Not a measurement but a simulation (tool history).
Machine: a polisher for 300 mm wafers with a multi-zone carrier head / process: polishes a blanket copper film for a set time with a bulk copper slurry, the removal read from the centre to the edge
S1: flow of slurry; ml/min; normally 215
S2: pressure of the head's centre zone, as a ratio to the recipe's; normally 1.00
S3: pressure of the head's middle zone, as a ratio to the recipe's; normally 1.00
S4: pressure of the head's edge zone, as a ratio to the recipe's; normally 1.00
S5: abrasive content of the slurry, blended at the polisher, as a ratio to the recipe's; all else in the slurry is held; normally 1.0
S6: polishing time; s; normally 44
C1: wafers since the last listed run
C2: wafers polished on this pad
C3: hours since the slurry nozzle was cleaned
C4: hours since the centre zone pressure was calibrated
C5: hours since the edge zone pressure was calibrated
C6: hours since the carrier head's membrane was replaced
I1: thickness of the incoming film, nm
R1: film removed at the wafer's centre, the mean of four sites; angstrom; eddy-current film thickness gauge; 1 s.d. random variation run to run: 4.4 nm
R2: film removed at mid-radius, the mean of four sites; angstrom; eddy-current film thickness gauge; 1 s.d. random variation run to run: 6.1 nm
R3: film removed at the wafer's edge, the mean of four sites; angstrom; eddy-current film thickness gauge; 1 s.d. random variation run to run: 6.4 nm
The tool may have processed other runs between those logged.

{"run": 1, "hour": 0.0, "S1": 215, "S2": 1.0, "S3": 1.07, "S4": 1.0, "S5": 1.0, "S6": 44, "C1": 0, "C2": 1641, "C3": 776.3, "C4": 262.6, "C5": 66.6, "C6": 260.1, "I1": 2905.9, "R1": 5284, "R2": 5496, "R3": 5326}
{"hour": 79.1, "done": "slurry nozzle cleaned"}
{"run": 2, "hour": 89.3, "S1": 215, "S2": 1.0, "S3": 1.0, "S4": 1.0, "S5": 1.0, "S6": 53, "C1": 1347, "C2": 2988, "C3": 10.2, "C4": 351.9, "C5": 155.9, "C6": 349.4, "I1": 2913.5, "R1": 6301, "R2": 6177, "R3": 6327}
{"run": 3, "hour": 191.4, "S1": 255, "S2": 1.0, "S3": 1.07, "S4": 1.08, "S5": 1.0, "S6": 44, "C1": 1558, "C2": 4546, "C3": 112.3, "C4": 454.0, "C5": 258.0, "C6": 451.5, "I1": 2907.6, "R1": 5411, "R2": 5575, "R3": 5488}
{"run": 4, "hour": 269.5, "S1": 215, "S2": 1.0, "S3": 1.0, "S4": 1.0, "S5": 1.0, "S6": 44, "C1": 1191, "C2": 5738, "C3": 190.4, "C4": 532.1, "C5": 336.1, "C6": 529.6, "I1": 2910.2, "R1": 5250, "R2": 5105, "R3": 5297}
{"run": 5, "hour": 306.9, "S1": 215, "S2": 1.08, "S3": 0.9, "S4": 1.0, "S5": 1.0, "S6": 44, "C1": 570, "C2": 6309, "C3": 227.8, "C4": 569.5, "C5": 373.5, "C6": 567.0, "I1": 2898.1, "R1": 5553, "R2": 4719, "R3": 5189}
{"run": 6, "hour": 363.2, "S1": 215, "S2": 1.0, "S3": 1.0, "S4": 1.0, "S5": 1.0, "S6": 44, "C1": 859, "C2": 7168, "C3": 284.1, "C4": 625.8, "C5": 429.8, "C6": 623.3, "I1": 2917.0, "R1": 5104, "R2": 5140, "R3": 5126}
{"hour": 368.9, "done": "worn pad replaced by a new one"}
{"run": 7, "hour": 427.1, "S1": 285, "S2": 1.0, "S3": 1.0, "S4": 0.96, "S5": 1.1, "S6": 44, "C1": 914, "C2": 887, "C3": 348.0, "C4": 689.7, "C5": 493.7, "C6": 687.2, "I1": 2888.5, "R1": 5544, "R2": 5535, "R3": 5494}
{"run": 8, "hour": 468.2, "S1": 290, "S2": 1.09, "S3": 1.11, "S4": 1.0, "S5": 1.0, "S6": 34, "C1": 627, "C2": 1515, "C3": 389.1, "C4": 730.8, "C5": 534.8, "C6": 728.3, "I1": 2953.1, "R1": 4634, "R2": 4581, "R3": 4189}
{"run": 9, "hour": 538.9, "S1": 215, "S2": 1.0, "S3": 1.0, "S4": 1.0, "S5": 1.0, "S6": 44, "C1": 1078, "C2": 2594, "C3": 459.8, "C4": 801.5, "C5": 605.5, "C6": 799.0, "I1": 2982.6, "R1": 5268, "R2": 5189, "R3": 5278}
{"run": 10, "hour": 622.1, "S1": 180, "S2": 1.0, "S3": 1.1, "S4": 1.0, "S5": 1.0, "S6": 31, "C1": 1269, "C2": 3863, "C3": 543.0, "C4": 884.7, "C5": 688.7, "C6": 882.2, "I1": 2892.0, "R1": 3585, "R2": 3861, "R3": 3534}
{"run": 11, "hour": 711.2, "S1": 160, "S2": 1.0, "S3": 1.05, "S4": 1.0, "S5": 1.0, "S6": 44, "C1": 1359, "C2": 5223, "C3": 632.1, "C4": 973.8, "C5": 777.8, "C6": 971.3, "I1": 2953.5, "R1": 4996, "R2": 5120, "R3": 5053}
{"run": 12, "hour": 757.5, "S1": 255, "S2": 1.0, "S3": 0.9, "S4": 1.0, "S5": 1.0, "S6": 44, "C1": 706, "C2": 5930, "C3": 678.4, "C4": 1020.1, "C5": 824.1, "C6": 1017.6, "I1": 2887.8, "R1": 5292, "R2": 4716, "R3": 5389}
{"hour": 762.5, "done": "centre zone pressure recalibrated"}
{"run": 13, "hour": 859.1, "S1": 215, "S2": 1.0, "S3": 1.0, "S4": 1.0, "S5": 1.0, "S6": 44, "C1": 1519, "C2": 7450, "C3": 780.0, "C4": 96.6, "C5": 925.7, "C6": 1119.2, "I1": 2946.1, "R1": 5054, "R2": 5086, "R3": 5093}
{"hour": 864.6, "done": "edge zone pressure recalibrated"}
{"hour": 885.0, "done": "slurry nozzle cleaned"}
{"hour": 902.8, "done": "worn pad replaced by a new one"}
{"run": 14, "hour": 959.4, "S1": 215, "S2": 1.09, "S3": 1.0, "S4": 1.0, "S5": 1.0, "S6": 44, "C1": 1423, "C2": 863, "C3": 74.4, "C4": 196.9, "C5": 94.8, "C6": 1219.5, "I1": 2882.3, "R1": 5691, "R2": 5143, "R3": 5260}
{"run": 15, "hour": 1029.9, "S1": 195, "S2": 1.0, "S3": 1.0, "S4": 1.0, "S5": 1.0, "S6": 57, "C1": 1075, "C2": 1939, "C3": 144.9, "C4": 267.4, "C5": 165.3, "C6": 1290.0, "I1": 2902.6, "R1": 6701, "R2": 6642, "R3": 6726}
{"run": 16, "hour": 1076.8, "S1": 195, "S2": 1.0, "S3": 1.07, "S4": 1.0, "S5": 1.0, "S6": 44, "C1": 715, "C2": 2655, "C3": 191.8, "C4": 314.3, "C5": 212.2, "C6": 1336.9, "I1": 2958.1, "R1": 5210, "R2": 5338, "R3": 5130}
{"run": 17, "hour": 1149.3, "S1": 215, "S2": 0.91, "S3": 1.0, "S4": 1.12, "S5": 1.0, "S6": 44, "C1": 1106, "C2": 3761, "C3": 264.3, "C4": 386.8, "C5": 284.7, "C6": 1409.4, "I1": 2869.8, "R1": 4806, "R2": 5209, "R3": 5350}
{"run": 18, "hour": 1232.8, "S1": 215, "S2": 1.0, "S3": 1.0, "S4": 1.0, "S5": 1.0, "S6": 44, "C1": 1274, "C2": 5036, "C3": 347.8, "C4": 470.3, "C5": 368.2, "C6": 1492.9, "I1": 2976.3, "R1": 5205, "R2": 5167, "R3": 5190}
{"run": 19, "hour": 1284.1, "S1": 215, "S2": 1.0, "S3": 1.0, "S4": 1.0, "S5": 1.0, "S6": 44, "C1": 782, "C2": 5819, "C3": 399.1, "C4": 521.6, "C5": 419.5, "C6": 1544.2, "I1": 2895.9, "R1": 5214, "R2": 5194, "R3": 5061}
{"run": 20, "hour": 1329.9, "S1": 160, "S2": 1.04, "S3": 1.11, "S4": 1.0, "S5": 1.0, "S6": 44, "C1": 698, "C2": 6518, "C3": 444.9, "C4": 567.4, "C5": 465.3, "C6": 1590.0, "I1": 2875.6, "R1": 5015, "R2": 5334, "R3": 5084}
{"hour": 1399.6, "done": "carrier head's membrane replaced by a new one"}
{"run": 21, "hour": 1400.1, "S1": 245, "S2": 1.0, "S3": 1.04, "S4": 0.93, "S5": 1.0, "S6": 44, "C1": 995, "C2": 7513, "C3": 515.1, "C4": 637.6, "C5": 535.5, "C6": 0.5, "I1": 2895.4, "R1": 5198, "R2": 5305, "R3": 4994}
{"run": 22, "hour": 1443.9, "S1": 215, "S2": 0.95, "S3": 1.0, "S4": 1.0, "S5": 1.0, "S6": 44, "C1": 668, "C2": 8181, "C3": 558.9, "C4": 681.4, "C5": 579.3, "C6": 44.3, "I1": 2918.5, "R1": 4815, "R2": 5011, "R3": 5113}

Forecast each of these 3 alternatives for the next run:
{"run": "A", "hour": 1444.3, "S1": 215, "S2": 0.9, "S3": 1.0, "S4": 1.0, "S5": 1.0, "S6": 44, "C1": 6, "C2": 8187, "C3": 559.3, "C4": 681.8, "C5": 579.7, "C6": 44.7, "I1": 2932.8, "R1": "?", "R2": "?", "R3": "?"}
{"run": "B", "hour": 1444.3, "S1": 215, "S2": 1.0, "S3": 1.0, "S4": 0.91, "S5": 1.0, "S6": 44, "C1": 6, "C2": 8187, "C3": 559.3, "C4": 681.8, "C5": 579.7, "C6": 44.7, "I1": 2932.8, "R1": "?", "R2": "?", "R3": "?"}
{"run": "C", "hour": 1444.3, "S1": 215, "S2": 1.0, "S3": 1.0, "S4": 0.88, "S5": 1.0, "S6": 44, "C1": 6, "C2": 8187, "C3": 559.3, "C4": 681.8, "C5": 579.7, "C6": 44.7, "I1": 2932.8, "R1": "?", "R2": "?", "R3": "?"}

run=A R1=4613 R2=5108 R3=5183
run=B R1=5098 R2=5106 R3=4987
run=C R1=5098 R2=5106 R3=4921
Take away the tool's hidden state, keep each run's random variation, and the runs would have read:
run=A R1=4780 R2=5294 R3=5371
run=B R1=5284 R2=5292 R3=5168
run=C R1=5284 R2=5292 R3=5100

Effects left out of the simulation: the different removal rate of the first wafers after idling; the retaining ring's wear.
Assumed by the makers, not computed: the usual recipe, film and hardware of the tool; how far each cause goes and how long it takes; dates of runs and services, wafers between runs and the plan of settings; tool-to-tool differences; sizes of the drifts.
